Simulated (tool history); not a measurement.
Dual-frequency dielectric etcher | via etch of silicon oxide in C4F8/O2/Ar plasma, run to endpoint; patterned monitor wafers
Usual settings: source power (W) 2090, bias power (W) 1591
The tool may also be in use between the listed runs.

run   hour  source power (W)  bias power (W)  incoming incoming film thickness, nm  endpoint time (s)
  1    0.0              2090            1336                                 834.2              188.9
  2   19.1              2090            1591                                 841.9              180.8
  3   42.4              2090            1591                                 843.6              178.7
  4   71.5              1720            1851                                 840.9              175.2
  5   85.1              1720            1851                                 847.8              182.7
  6  115.7              1720            1851                                 834.7              178.8
  7  129.1              2090            1591                                 834.8              179.2
  8  156.4              1750            1591                                 845.7              192.0
  9  242.8              1750            1591                                 836.9              189.3
 10  282.9              2440            1591                                 829.2              171.3
     298.2  -- bias power generator calibrated
     328.2  -- wet clean of the chamber
 11  328.7              2090            1591                                 844.3              190.6
     371.1  -- upper electrode replaced
 12  397.8              1690            1591                                 844.7              200.0
 13  427.3              2340            1591                                 831.7              181.1
     448.2  -- source power generator calibrated
     461.9  -- wet clean of the chamber, repeated, since the last time left the tool worse
 14  462.4              1720            1851                                 839.5              174.0
 15  477.3              2090            1591                                 844.7              174.7

Run 16 is up next; what results do you expect?
 16  503.6              2090            1591                                 834.7                  ?

endpoint time (s): 174.8
Minus the tool's unlogged condition, the same run would have read endpoint time (s) 175.1.
